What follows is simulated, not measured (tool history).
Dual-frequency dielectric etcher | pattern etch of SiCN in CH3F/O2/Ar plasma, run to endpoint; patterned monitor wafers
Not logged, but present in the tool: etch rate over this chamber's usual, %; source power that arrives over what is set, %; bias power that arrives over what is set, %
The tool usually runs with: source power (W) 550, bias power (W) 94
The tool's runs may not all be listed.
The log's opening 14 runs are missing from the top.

| run | hour | source power (W) | bias power (W) | wafers since the last listed run | hours since the last wet clean | hours since the last source power generator calibration | hours since the last bias power generator calibration | hours since the last upper electrode change | incoming incoming film thickness, nm | endpoint time (s) |
|---|---|---|---|---|---|---|---|---|---|---|
| 15 | 203.8 | 450 | 76 | 132 | 627.4 | 141.7 | 3311.8 | 104.2 | 10.94 | 30.5 |
|  | 241.3 | wet clean of the chamber |
| 16 | 241.8 | 480 | 112 | 185 | 0.5 | 179.7 | 3349.8 | 142.2 | 10.77 | 25.7 |
| 17 | 242.1 | 550 | 94 | 3 | 0.8 | 180 | 3350.1 | 142.5 | 10.95 | 25.9 |
| 18 | 242.5 | 550 | 94 | 5 | 1.2 | 180.4 | 3350.5 | 142.9 | 10.87 | 25.5 |
| 19 | 243.2 | 550 | 94 | 9 | 1.9 | 181.1 | 3351.2 | 143.6 | 10.87 | 25.5 |
| 20 | 256.9 | 630 | 102 | 181 | 15.6 | 194.8 | 3364.9 | 157.3 | 10.88 | 23.8 |
| 21 | 264.5 | 550 | 94 | 100 | 23.2 | 202.4 | 3372.5 | 164.9 | 10.93 | 25.4 |
|  | 274.2 | bias power generator calibrated |
| 22 | 274.7 | 550 | 116 | 82 | 33.4 | 212.6 | 0.5 | 175.1 | 10.89 | 24.7 |
| 23 | 285.5 | 550 | 74 | 143 | 44.2 | 223.4 | 11.3 | 185.9 | 10.92 | 27.1 |
| 24 | 298 | 550 | 82 | 165 | 56.7 | 235.9 | 23.8 | 198.4 | 10.81 | 26 |
| 25 | 306.5 | 470 | 111 | 112 | 65.2 | 244.4 | 32.3 | 206.9 | 10.93 | 26.5 |
| 26 | 323.5 | 650 | 71 | 225 | 82.2 | 261.4 | 49.3 | 223.9 | 10.8 | 25.7 |
| 27 | 331.7 | 420 | 103 | 108 | 90.4 | 269.6 | 57.5 | 232.1 | 10.84 | 28.1 |
| 28 | 339 | 550 | 94 | 96 | 97.7 | 276.9 | 64.8 | 239.4 | 10.91 | 25.7 |
| 29 | 357 | 680 | 76 | 238 | 115.7 | 294.9 | 82.8 | 257.4 | 10.98 | 25.6 |
| 30 | 374.7 | 450 | 94 | 234 | 133.4 | 312.6 | 100.5 | 275.1 | 10.97 | 27.7 |
| 31 | 385.7 | 550 | 101 | 145 | 144.4 | 323.6 | 111.5 | 286.1 | 10.8 | 25.6 |
| 32 | 401.4 | 470 | 85 | 208 | 160.1 | 339.3 | 127.2 | 301.8 | 10.82 | 27.4 |
| 33 | 417.8 | 550 | 94 | 217 | 176.5 | 355.7 | 143.6 | 318.2 | 10.84 | 25.9 |
| 34 | 426.7 | 600 | 83 | 118 | 185.4 | 364.6 | 152.5 | 327.1 | 10.82 | 25.8 |
| 35 | 437.9 | 420 | 88 | 148 | 196.6 | 375.8 | 163.7 | 338.3 | 11 | 29.4 |
| 36 | 444.7 | 450 | 72 | 90 | 203.4 | 382.6 | 170.5 | 345.1 | 10.86 | 28.8 |

Consider 3 possible next runs. They are alternatives, not a sequence: every one starts from the tool as it was left by run 36. What does each give?
| A | 445.1 | 550 | 100 | 5 | 203.8 | 383 | 170.9 | 345.5 | 10.87 | ? |
| B | 445.1 | 690 | 107 | 5 | 203.8 | 383 | 170.9 | 345.5 | 10.87 | ? |
| C | 445.1 | 550 | 117 | 5 | 203.8 | 383 | 170.9 | 345.5 | 10.87 | ? |

| run | endpoint time (s) |
|---|---|
| A | 25.6 |
| B | 23.5 |
| C | 24.9 |
What these runs would have given with no unlogged condition in the tool:
| run | endpoint time (s) |
|---|---|
| A | 25.1 |
| B | 22.9 |
| C | 24.3 |
